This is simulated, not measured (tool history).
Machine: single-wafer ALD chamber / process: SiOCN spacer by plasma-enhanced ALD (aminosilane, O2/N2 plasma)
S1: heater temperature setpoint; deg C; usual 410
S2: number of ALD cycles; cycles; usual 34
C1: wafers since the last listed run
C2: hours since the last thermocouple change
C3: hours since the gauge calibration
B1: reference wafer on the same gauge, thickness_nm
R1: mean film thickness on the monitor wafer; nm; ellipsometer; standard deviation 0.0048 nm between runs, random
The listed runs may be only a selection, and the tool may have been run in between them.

{"run": 1, "day": 0.0, "S1": 410, "S2": 34, "C1": 0, "C2": 1312.2, "C3": 89.7, "B1": 1.949, "R1": 1.908}
{"run": 2, "day": 0.683, "S1": 406, "S2": 34, "C1": 164, "C2": 1328.6, "C3": 106.1, "B1": 1.95, "R1": 1.944}
{"run": 3, "day": 1.292, "S1": 413, "S2": 36, "C1": 146, "C2": 1343.2, "C3": 120.7, "B1": 1.951, "R1": 2.007}
{"run": 4, "day": 2.292, "S1": 413, "S2": 36, "C1": 241, "C2": 1367.2, "C3": 144.7, "B1": 1.949, "R1": 1.996}
{"run": 5, "day": 3.154, "S1": 410, "S2": 30, "C1": 208, "C2": 1387.9, "C3": 165.4, "B1": 1.949, "R1": 1.682}
{"run": 6, "day": 4.529, "S1": 410, "S2": 30, "C1": 331, "C2": 1420.9, "C3": 198.4, "B1": 1.949, "R1": 1.683}
{"run": 7, "day": 5.246, "S1": 410, "S2": 30, "C1": 172, "C2": 1438.1, "C3": 215.6, "B1": 1.949, "R1": 1.684}
{"run": 8, "day": 6.533, "S1": 410, "S2": 34, "C1": 310, "C2": 1469, "C3": 246.5, "B1": 1.949, "R1": 1.92}
{"run": 9, "day": 7.696, "S1": 410, "S2": 34, "C1": 280, "C2": 1496.9, "C3": 274.4, "B1": 1.95, "R1": 1.915}
{"run": 10, "day": 8.483, "S1": 410, "S2": 34, "C1": 189, "C2": 1515.8, "C3": 293.3, "B1": 1.95, "R1": 1.906}
{"run": 11, "day": 9.629, "S1": 410, "S2": 34, "C1": 276, "C2": 1543.3, "C3": 320.8, "B1": 1.95, "R1": 1.908}
{"run": 12, "day": 10.458, "S1": 410, "S2": 34, "C1": 200, "C2": 1563.2, "C3": 340.7, "B1": 1.95, "R1": 1.908}
{"day": 10.85, "done": "thermocouple changed; heater temperature recalibrated"}
{"run": 13, "day": 11.942, "S1": 401, "S2": 34, "C1": 277, "C2": 26.2, "C3": 376.3, "B1": 1.95, "R1": 1.951}
{"run": 14, "day": 12.508, "S1": 398, "S2": 37, "C1": 136, "C2": 39.8, "C3": 389.9, "B1": 1.95, "R1": 2.143}
{"run": 15, "day": 13.5, "S1": 403, "S2": 32, "C1": 239, "C2": 63.6, "C3": 413.7, "B1": 1.949, "R1": 1.826}
{"run": 16, "day": 14.583, "S1": 396, "S2": 32, "C1": 261, "C2": 89.6, "C3": 439.7, "B1": 1.95, "R1": 1.865}
{"run": 17, "day": 15.867, "S1": 417, "S2": 37, "C1": 309, "C2": 120.4, "C3": 470.5, "B1": 1.949, "R1": 2.041}
{"run": 18, "day": 16.996, "S1": 396, "S2": 30, "C1": 272, "C2": 147.5, "C3": 497.6, "B1": 1.952, "R1": 1.739}
{"run": 19, "day": 17.858, "S1": 416, "S2": 39, "C1": 208, "C2": 168.2, "C3": 518.3, "B1": 1.95, "R1": 2.158}
{"day": 18.529, "done": "gauge calibrated"}
{"run": 20, "day": 18.804, "S1": 410, "S2": 34, "C1": 228, "C2": 190.9, "C3": 6.6, "B1": 1.95, "R1": 1.912}
{"run": 21, "day": 19.992, "S1": 404, "S2": 31, "C1": 286, "C2": 219.4, "C3": 35.1, "B1": 1.949, "R1": 1.775}
{"run": 22, "day": 21.058, "S1": 421, "S2": 29, "C1": 257, "C2": 245, "C3": 60.7, "B1": 1.951, "R1": 1.583}
{"run": 23, "day": 22.308, "S1": 398, "S2": 39, "C1": 301, "C2": 275, "C3": 90.7, "B1": 1.952, "R1": 2.255}
{"run": 24, "day": 23.758, "S1": 410, "S2": 34, "C1": 349, "C2": 309.8, "C3": 125.5, "B1": 1.95, "R1": 1.914}
{"run": 25, "day": 25.046, "S1": 400, "S2": 34, "C1": 310, "C2": 340.7, "C3": 156.4, "B1": 1.948, "R1": 1.953}
{"run": 26, "day": 25.979, "S1": 410, "S2": 34, "C1": 225, "C2": 363.1, "C3": 178.8, "B1": 1.951, "R1": 1.912}

Alternative continuations, all from the tool just after run 26; predict every row:
{"run": "A", "day": 26.0, "S1": 410, "S2": 34, "C1": 5, "C2": 363.6, "C3": 179.3, "B1": "?", "R1": "?"}
{"run": "B", "day": 26.0, "S1": 410, "S2": 32, "C1": 5, "C2": 363.6, "C3": 179.3, "B1": "?", "R1": "?"}
{"run": "C", "day": 26.0, "S1": 423, "S2": 34, "C1": 5, "C2": 363.6, "C3": 179.3, "B1": "?", "R1": "?"}
{"run": "D", "day": 26.0, "S1": 410, "S2": 36, "C1": 5, "C2": 363.6, "C3": 179.3, "B1": "?", "R1": "?"}
{"run": "E", "day": 26.0, "S1": 396, "S2": 27, "C1": 5, "C2": 363.6, "C3": 179.3, "B1": "?", "R1": "?"}

run=A B1=1.95 R1=1.913
run=B B1=1.95 R1=1.801
run=C B1=1.95 R1=1.846
run=D B1=1.95 R1=2.026
run=E B1=1.95 R1=1.566
Had the tool no hidden state, the same runs would have come out as:
run=A R1=1.913
run=B R1=1.801
run=C R1=1.846
run=D R1=2.026
run=E R1=1.566

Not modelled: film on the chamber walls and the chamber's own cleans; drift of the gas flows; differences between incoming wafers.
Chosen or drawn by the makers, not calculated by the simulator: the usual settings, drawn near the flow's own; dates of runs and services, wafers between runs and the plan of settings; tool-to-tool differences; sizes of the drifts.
